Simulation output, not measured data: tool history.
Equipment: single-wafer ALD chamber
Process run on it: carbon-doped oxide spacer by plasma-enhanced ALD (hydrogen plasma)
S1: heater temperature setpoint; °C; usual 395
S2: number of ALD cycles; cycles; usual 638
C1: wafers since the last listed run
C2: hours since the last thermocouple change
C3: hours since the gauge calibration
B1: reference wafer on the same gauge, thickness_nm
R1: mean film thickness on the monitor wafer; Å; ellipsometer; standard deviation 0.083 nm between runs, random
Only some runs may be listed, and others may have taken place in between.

{"run": 1, "day": 0.0, "S1": 395, "S2": 580, "C1": 0, "C2": 937.0, "C3": 32.6, "B1": 38.751, "R1": 302.76}
{"run": 2, "day": 0.329, "S1": 395, "S2": 580, "C1": 6, "C2": 944.9, "C3": 40.5, "B1": 38.768, "R1": 303.1}
{"run": 3, "day": 1.004, "S1": 388, "S2": 638, "C1": 12, "C2": 961.1, "C3": 56.7, "B1": 38.806, "R1": 333.26}
{"run": 4, "day": 2.867, "S1": 383, "S2": 638, "C1": 35, "C2": 1005.8, "C3": 101.4, "B1": 38.9, "R1": 335.49}
{"run": 5, "day": 3.5, "S1": 383, "S2": 638, "C1": 12, "C2": 1021.0, "C3": 116.6, "B1": 38.879, "R1": 334.55}
{"run": 6, "day": 3.958, "S1": 395, "S2": 638, "C1": 8, "C2": 1032.0, "C3": 127.6, "B1": 38.957, "R1": 333.97}
{"run": 7, "day": 4.688, "S1": 395, "S2": 638, "C1": 13, "C2": 1049.5, "C3": 145.1, "B1": 38.918, "R1": 335.49}
{"run": 8, "day": 5.367, "S1": 395, "S2": 638, "C1": 12, "C2": 1065.8, "C3": 161.4, "B1": 38.984, "R1": 335.71}
{"run": 9, "day": 6.0, "S1": 395, "S2": 638, "C1": 12, "C2": 1081.0, "C3": 176.6, "B1": 38.997, "R1": 335.1}
{"day": 6.796, "done": "thermocouple changed; heater temperature recalibrated"}
{"run": 10, "day": 6.817, "S1": 400, "S2": 683, "C1": 9, "C2": 0.5, "C3": 196.2, "B1": 39.026, "R1": 358.42}
{"run": 11, "day": 7.254, "S1": 395, "S2": 638, "C1": 8, "C2": 11.0, "C3": 206.7, "B1": 39.048, "R1": 336.94}
{"run": 12, "day": 7.925, "S1": 403, "S2": 712, "C1": 12, "C2": 27.1, "C3": 222.8, "B1": 39.029, "R1": 372.95}
{"run": 13, "day": 8.2, "S1": 391, "S2": 587, "C1": 5, "C2": 33.7, "C3": 229.4, "B1": 39.022, "R1": 308.79}
{"day": 8.312, "done": "gauge calibrated"}
{"run": 14, "day": 8.617, "S1": 395, "S2": 638, "C1": 7, "C2": 43.7, "C3": 7.3, "B1": 38.646, "R1": 333.12}
{"run": 15, "day": 9.35, "S1": 400, "S2": 583, "C1": 13, "C2": 61.3, "C3": 24.9, "B1": 38.644, "R1": 303.6}
{"run": 16, "day": 9.892, "S1": 390, "S2": 556, "C1": 10, "C2": 74.3, "C3": 37.9, "B1": 38.66, "R1": 290.17}
{"run": 17, "day": 10.3, "S1": 395, "S2": 638, "C1": 7, "C2": 84.1, "C3": 47.7, "B1": 38.696, "R1": 332.97}
{"run": 18, "day": 10.733, "S1": 382, "S2": 732, "C1": 8, "C2": 94.5, "C3": 58.1, "B1": 38.686, "R1": 380.74}
{"run": 19, "day": 11.017, "S1": 409, "S2": 638, "C1": 5, "C2": 101.3, "C3": 64.9, "B1": 38.681, "R1": 325.23}

Here are 4 independent what-if runs from the current tool condition. What would each one return?
{"run": "A", "day": 11.075, "S1": 395, "S2": 725, "C1": 1, "C2": 102.7, "C3": 66.3, "B1": "?", "R1": "?"}
{"run": "B", "day": 11.075, "S1": 395, "S2": 550, "C1": 1, "C2": 102.7, "C3": 66.3, "B1": "?", "R1": "?"}
{"run": "C", "day": 11.075, "S1": 402, "S2": 726, "C1": 1, "C2": 102.7, "C3": 66.3, "B1": "?", "R1": "?"}
{"run": "D", "day": 11.075, "S1": 400, "S2": 705, "C1": 1, "C2": 102.7, "C3": 66.3, "B1": "?", "R1": "?"}

run=A B1=38.695 R1=379.21
run=B B1=38.695 R1=287.68
run=C B1=38.695 R1=378.41
run=D B1=38.695 R1=368.75
What these runs would have given with no unlogged condition in the tool:
run=A R1=379.11
run=B R1=287.60
run=C R1=378.31
run=D R1=368.65

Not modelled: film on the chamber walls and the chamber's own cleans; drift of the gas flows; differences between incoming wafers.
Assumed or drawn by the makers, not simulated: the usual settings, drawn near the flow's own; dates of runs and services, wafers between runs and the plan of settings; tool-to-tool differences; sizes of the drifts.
